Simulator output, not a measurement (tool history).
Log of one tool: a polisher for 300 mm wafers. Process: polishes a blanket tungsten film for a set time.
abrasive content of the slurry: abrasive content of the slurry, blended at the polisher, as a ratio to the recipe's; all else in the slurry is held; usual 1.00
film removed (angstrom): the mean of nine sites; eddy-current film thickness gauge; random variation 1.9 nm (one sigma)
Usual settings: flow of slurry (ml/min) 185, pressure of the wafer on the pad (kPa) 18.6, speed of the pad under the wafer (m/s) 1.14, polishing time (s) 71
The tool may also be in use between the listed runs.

run,hour,flow of slurry (ml/min),pressure of the wafer on the pad (kPa),speed of the pad under the wafer (m/s),abrasive content of the slurry,polishing time (s),"incoming thickness of the incoming film, nm",film removed (angstrom)
1,0.0,185,18.6,1.14,1.00,82,1305.3,2594
2,100.1,185,18.6,1.14,1.00,82,1287.5,2552
# hour 133.4: slurry blender recalibrated
3,136.1,185,18.6,1.14,1.25,71,1277.3,2339
4,216.2,185,18.6,1.14,1.00,71,1281.2,2184
5,255.5,185,18.6,1.14,1.00,71,1293.5,2191
# hour 295.3: slurry tank refilled with fresh slurry and peroxide
6,324.2,240,18.6,1.14,1.10,85,1271.3,2786
7,390.3,185,15.2,1.40,1.00,71,1278.4,2133
# hour 419.5: worn pad replaced by a new one
8,464.8,185,24.1,0.78,1.00,71,1261.1,1861
9,517.8,245,23.4,0.90,1.15,71,1269.0,2308
10,614.1,165,20.7,0.90,1.30,71,1254.3,1921
# hour 655.3: slurry nozzle cleaned
11,683.1,185,18.6,1.14,1.00,71,1272.8,2231
# hour 692.7: head pressure recalibrated
12,730.1,245,16.5,1.24,1.00,94,1265.7,2984
# hour 738.9: slurry blender recalibrated
13,779.2,185,13.1,1.14,1.00,71,1271.3,1597
14,819.2,185,18.6,1.14,1.00,71,1266.8,2211
# hour 844.7: slurry tank refilled with fresh slurry and peroxide
15,876.7,185,21.4,1.30,1.20,71,1287.6,2981
16,929.7,185,18.6,1.14,1.00,71,1294.1,2196
17,992.6,185,18.6,1.14,0.85,53,1284.6,1552
# hour 1069.4: worn pad replaced by a new one
18,1100.4,185,18.6,1.14,1.00,71,1260.9,2139
19,1153.9,215,14.5,1.14,1.00,71,1294.4,1733
20,1247.5,135,18.6,0.94,1.15,88,1288.7,2062
# hour 1320.2: slurry blender recalibrated
21,1346.2,185,18.6,0.94,1.10,71,1270.1,1811
22,1385.2,125,18.6,1.14,0.90,71,1302.0,1873
23,1440.6,185,21.4,0.78,0.75,71,1290.9,1558
# hour 1466.1: head pressure recalibrated
# hour 1474.3: slurry nozzle cleaned
# hour 1508.0: slurry tank refilled with fresh slurry and peroxide
24,1528.5,185,18.6,1.14,1.00,71,1289.2,2221
25,1584.8,185,18.6,1.14,1.00,71,1279.2,2223
26,1663.7,185,18.6,1.14,1.00,71,1281.4,2155

4 ways to go on from here, each from the tool as it stands after run 26. What would each give?
A,1664.1,185,18.6,1.14,1.00,71,1266.5,?
B,1664.1,125,18.6,1.14,1.00,71,1266.5,?
C,1664.1,185,21.4,1.14,1.00,71,1266.5,?
D,1664.1,185,18.6,1.14,0.75,71,1266.5,?

run,film removed (angstrom)
A,2189
B,2005
C,2502
D,2035
Without the tool's hidden state the same runs would have given:
run,film removed (angstrom)
A,2270
B,2114
C,2595
D,2110
